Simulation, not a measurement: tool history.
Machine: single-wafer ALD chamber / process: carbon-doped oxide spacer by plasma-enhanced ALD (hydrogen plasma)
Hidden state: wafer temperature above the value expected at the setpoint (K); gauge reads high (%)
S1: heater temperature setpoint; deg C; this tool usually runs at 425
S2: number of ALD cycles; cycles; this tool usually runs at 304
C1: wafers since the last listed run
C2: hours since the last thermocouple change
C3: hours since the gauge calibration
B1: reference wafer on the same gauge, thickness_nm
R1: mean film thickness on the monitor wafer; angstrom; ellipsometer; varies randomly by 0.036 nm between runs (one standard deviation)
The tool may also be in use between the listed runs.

{"run": 1, "hour": 0.0, "S1": 425, "S2": 304, "C1": 0, "C2": 2501, "C3": 338, "B1": 14.341, "R1": 140.84}
{"run": 2, "hour": 28.4, "S1": 425, "S2": 304, "C1": 32, "C2": 2529.4, "C3": 366.4, "B1": 14.327, "R1": 140.67}
{"run": 3, "hour": 50.0, "S1": 425, "S2": 304, "C1": 24, "C2": 2551, "C3": 388, "B1": 14.316, "R1": 141.09}
{"run": 4, "hour": 75.6, "S1": 425, "S2": 304, "C1": 29, "C2": 2576.6, "C3": 413.6, "B1": 14.291, "R1": 141.35}
{"run": 5, "hour": 98.0, "S1": 425, "S2": 340, "C1": 25, "C2": 2599, "C3": 436, "B1": 14.291, "R1": 157.75}
{"run": 6, "hour": 128.0, "S1": 425, "S2": 304, "C1": 34, "C2": 2629, "C3": 466, "B1": 14.283, "R1": 140.38}
{"hour": 135.3, "done": "gauge calibrated"}
{"run": 7, "hour": 230.9, "S1": 425, "S2": 304, "C1": 117, "C2": 2731.9, "C3": 95.6, "B1": 14.446, "R1": 142.55}
{"run": 8, "hour": 248.2, "S1": 425, "S2": 304, "C1": 19, "C2": 2749.2, "C3": 112.9, "B1": 14.426, "R1": 142.54}
{"run": 9, "hour": 268.1, "S1": 425, "S2": 304, "C1": 22, "C2": 2769.1, "C3": 132.8, "B1": 14.434, "R1": 142.5}
{"run": 10, "hour": 296.5, "S1": 425, "S2": 304, "C1": 32, "C2": 2797.5, "C3": 161.2, "B1": 14.408, "R1": 141.93}
{"run": 11, "hour": 317.4, "S1": 425, "S2": 304, "C1": 23, "C2": 2818.4, "C3": 182.1, "B1": 14.409, "R1": 142.02}
{"run": 12, "hour": 338.2, "S1": 425, "S2": 304, "C1": 23, "C2": 2839.2, "C3": 202.9, "B1": 14.411, "R1": 141.49}
{"run": 13, "hour": 370.5, "S1": 425, "S2": 304, "C1": 36, "C2": 2871.5, "C3": 235.2, "B1": 14.372, "R1": 141.91}
{"hour": 382.1, "done": "thermocouple changed; heater temperature recalibrated"}
{"run": 14, "hour": 389.6, "S1": 425, "S2": 304, "C1": 12, "C2": 7.5, "C3": 254.3, "B1": 14.371, "R1": 141.59}
{"run": 15, "hour": 421.3, "S1": 425, "S2": 332, "C1": 36, "C2": 39.2, "C3": 286, "B1": 14.362, "R1": 154.16}
{"run": 16, "hour": 447.4, "S1": 425, "S2": 248, "C1": 29, "C2": 65.3, "C3": 312.1, "B1": 14.337, "R1": 115.72}
{"run": 17, "hour": 460.5, "S1": 435, "S2": 288, "C1": 14, "C2": 78.4, "C3": 325.2, "B1": 14.336, "R1": 128.79}
{"run": 18, "hour": 484.3, "S1": 430, "S2": 304, "C1": 27, "C2": 102.2, "C3": 349, "B1": 14.316, "R1": 138.05}
{"run": 19, "hour": 505.0, "S1": 425, "S2": 304, "C1": 23, "C2": 122.9, "C3": 369.7, "B1": 14.32, "R1": 140.78}
{"run": 20, "hour": 525.0, "S1": 418, "S2": 263, "C1": 22, "C2": 142.9, "C3": 389.7, "B1": 14.304, "R1": 125.07}
{"run": 21, "hour": 545.8, "S1": 425, "S2": 304, "C1": 23, "C2": 163.7, "C3": 410.5, "B1": 14.312, "R1": 141.02}
{"hour": 558.9, "done": "gauge calibrated"}
{"run": 22, "hour": 577.4, "S1": 425, "S2": 304, "C1": 35, "C2": 195.3, "C3": 18.5, "B1": 14.482, "R1": 143.07}
{"run": 23, "hour": 593.0, "S1": 415, "S2": 354, "C1": 17, "C2": 210.9, "C3": 34.1, "B1": 14.491, "R1": 172.01}
{"run": 24, "hour": 616.6, "S1": 425, "S2": 362, "C1": 26, "C2": 234.5, "C3": 57.7, "B1": 14.477, "R1": 169.87}
{"run": 25, "hour": 631.3, "S1": 425, "S2": 304, "C1": 16, "C2": 249.2, "C3": 72.4, "B1": 14.48, "R1": 142.19}
{"run": 26, "hour": 644.8, "S1": 425, "S2": 329, "C1": 15, "C2": 262.7, "C3": 85.9, "B1": 14.475, "R1": 154.77}
{"run": 27, "hour": 674.8, "S1": 438, "S2": 304, "C1": 34, "C2": 292.7, "C3": 115.9, "B1": 14.457, "R1": 135.62}
{"run": 28, "hour": 700.5, "S1": 433, "S2": 344, "C1": 29, "C2": 318.4, "C3": 141.6, "B1": 14.435, "R1": 156.54}
{"run": 29, "hour": 734.1, "S1": 433, "S2": 330, "C1": 38, "C2": 352, "C3": 175.2, "B1": 14.427, "R1": 149.85}
{"run": 30, "hour": 749.0, "S1": 414, "S2": 329, "C1": 16, "C2": 366.9, "C3": 190.1, "B1": 14.415, "R1": 160.23}

What if the next run were any one of these 3? Each begins from the tool's condition after run 30:
{"run": "A", "hour": 749.9, "S1": 425, "S2": 304, "C1": 1, "C2": 367.8, "C3": 191, "B1": "?", "R1": "?"}
{"run": "B", "hour": 749.9, "S1": 419, "S2": 304, "C1": 1, "C2": 367.8, "C3": 191, "B1": "?", "R1": "?"}
{"run": "C", "hour": 749.9, "S1": 425, "S2": 327, "C1": 1, "C2": 367.8, "C3": 191, "B1": "?", "R1": "?"}

run=A B1=14.435 R1=141.85
run=B B1=14.435 R1=144.95
run=C B1=14.435 R1=152.59
Had the tool no hidden state, the same runs would have come out as:
run=A R1=142.6
run=B R1=145.71
run=C R1=153.39
